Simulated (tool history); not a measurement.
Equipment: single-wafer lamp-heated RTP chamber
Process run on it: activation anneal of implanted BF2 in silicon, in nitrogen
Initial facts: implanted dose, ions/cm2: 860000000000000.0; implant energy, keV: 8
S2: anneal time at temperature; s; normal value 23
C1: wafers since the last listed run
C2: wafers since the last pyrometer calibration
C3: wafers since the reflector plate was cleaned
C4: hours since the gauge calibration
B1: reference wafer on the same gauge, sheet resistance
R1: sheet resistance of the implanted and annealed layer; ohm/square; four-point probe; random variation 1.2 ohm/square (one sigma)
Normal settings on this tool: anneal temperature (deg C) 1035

{"run": 1, "hour": 0.0, "anneal temperature (deg C)": 1035, "S2": 23, "C1": 0, "C2": 4596, "C3": 9748, "C4": 112.1, "B1": 268.8, "R1": 221.45}
{"run": 2, "hour": 11.0, "anneal temperature (deg C)": 1035, "S2": 23, "C1": 102, "C2": 4699, "C3": 9850, "C4": 123.1, "B1": 268.8, "R1": 221.35}
{"run": 3, "hour": 20.1, "anneal temperature (deg C)": 1035, "S2": 23, "C1": 84, "C2": 4783, "C3": 9935, "C4": 132.2, "B1": 268.9, "R1": 222.27}
{"hour": 48.5, "done": "gauge calibrated"}
{"run": 4, "hour": 60.6, "anneal temperature (deg C)": 1035, "S2": 23, "C1": 376, "C2": 5160, "C3": 10311, "C4": 12.1, "B1": 268.99, "R1": 218.51}
{"run": 5, "hour": 69.1, "anneal temperature (deg C)": 1035, "S2": 23, "C1": 78, "C2": 5239, "C3": 10390, "C4": 20.6, "B1": 269.16, "R1": 219.1}
{"run": 6, "hour": 82.8, "anneal temperature (deg C)": 1035, "S2": 23, "C1": 127, "C2": 5366, "C3": 10517, "C4": 34.3, "B1": 268.81, "R1": 219.33}
{"hour": 95.2, "done": "pyrometer window cleaned and pyrometer calibrated"}
{"run": 7, "hour": 98.9, "anneal temperature (deg C)": 1035, "S2": 23, "C1": 75, "C2": 34, "C3": 10593, "C4": 50.4, "B1": 269.39, "R1": 234.48}
{"run": 8, "hour": 109.1, "anneal temperature (deg C)": 1035, "S2": 23, "C1": 94, "C2": 128, "C3": 10687, "C4": 60.6, "B1": 269.05, "R1": 232.63}
{"run": 9, "hour": 126.7, "anneal temperature (deg C)": 1035, "S2": 23, "C1": 163, "C2": 292, "C3": 10851, "C4": 78.2, "B1": 268.95, "R1": 233.88}
{"run": 10, "hour": 135.1, "anneal temperature (deg C)": 1035, "S2": 28, "C1": 78, "C2": 370, "C3": 10929, "C4": 86.6, "B1": 269.16, "R1": 227.6}
{"run": 11, "hour": 148.4, "anneal temperature (deg C)": 1035, "S2": 23, "C1": 123, "C2": 494, "C3": 11053, "C4": 99.9, "B1": 269.15, "R1": 236.01}
{"run": 12, "hour": 160.9, "anneal temperature (deg C)": 1035, "S2": 23, "C1": 116, "C2": 610, "C3": 11169, "C4": 112.4, "B1": 269.14, "R1": 232.08}
{"run": 13, "hour": 178.4, "anneal temperature (deg C)": 1035, "S2": 23, "C1": 162, "C2": 772, "C3": 11332, "C4": 129.9, "B1": 269.12, "R1": 231.52}
{"hour": 189.3, "done": "gauge calibrated"}
{"hour": 200.5, "done": "reflector plate cleaned"}
{"run": 14, "hour": 226.9, "anneal temperature (deg C)": 1016, "S2": 23, "C1": 376, "C2": 1149, "C3": 244, "C4": 37.6, "B1": 269.11, "R1": 259.97}
{"run": 15, "hour": 237.6, "anneal temperature (deg C)": 1045, "S2": 29, "C1": 99, "C2": 1248, "C3": 344, "C4": 48.3, "B1": 268.78, "R1": 212.15}
{"run": 16, "hour": 248.2, "anneal temperature (deg C)": 1023, "S2": 14, "C1": 98, "C2": 1347, "C3": 442, "C4": 58.9, "B1": 269.01, "R1": 272.66}
{"run": 17, "hour": 255.5, "anneal temperature (deg C)": 1024, "S2": 28, "C1": 67, "C2": 1415, "C3": 510, "C4": 66.2, "B1": 269.12, "R1": 235.33}
{"run": 18, "hour": 272.0, "anneal temperature (deg C)": 1062, "S2": 19, "C1": 153, "C2": 1568, "C3": 664, "C4": 82.7, "B1": 268.77, "R1": 205.97}
{"run": 19, "hour": 286.9, "anneal temperature (deg C)": 1060, "S2": 37, "C1": 138, "C2": 1706, "C3": 802, "C4": 97.6, "B1": 269.13, "R1": 186.34}
{"run": 20, "hour": 300.3, "anneal temperature (deg C)": 1035, "S2": 23, "C1": 124, "C2": 1831, "C3": 927, "C4": 111, "B1": 268.86, "R1": 228.28}

Each row is a separate what-if for the run after 20, all from the same tool condition, not one after another. Results?
{"run": "A", "hour": 300.7, "anneal temperature (deg C)": 1035, "S2": 23, "C1": 3, "C2": 1835, "C3": 930, "C4": 111.4, "B1": "?", "R1": "?"}
{"run": "B", "hour": 300.7, "anneal temperature (deg C)": 1035, "S2": 30, "C1": 3, "C2": 1835, "C3": 930, "C4": 111.4, "B1": "?", "R1": "?"}
{"run": "C", "hour": 300.7, "anneal temperature (deg C)": 1044, "S2": 31, "C1": 3, "C2": 1835, "C3": 930, "C4": 111.4, "B1": "?", "R1": "?"}
{"run": "D", "hour": 300.7, "anneal temperature (deg C)": 1009, "S2": 30, "C1": 3, "C2": 1835, "C3": 930, "C4": 111.4, "B1": "?", "R1": "?"}
{"run": "E", "hour": 300.7, "anneal temperature (deg C)": 1053, "S2": 23, "C1": 3, "C2": 1835, "C3": 930, "C4": 111.4, "B1": "?", "R1": "?"}

run=A B1=268.99 R1=228.2
run=B B1=268.99 R1=218.89
run=C B1=268.99 R1=208.4
run=D B1=268.99 R1=251.8
run=E B1=268.99 R1=206.95
The same runs, with their run-to-run variation unchanged, on a tool lacking any hidden condition would have given:
run=A R1=234.75
run=B R1=224.42
run=C R1=213.97
run=D R1=261.47
run=E R1=213.14
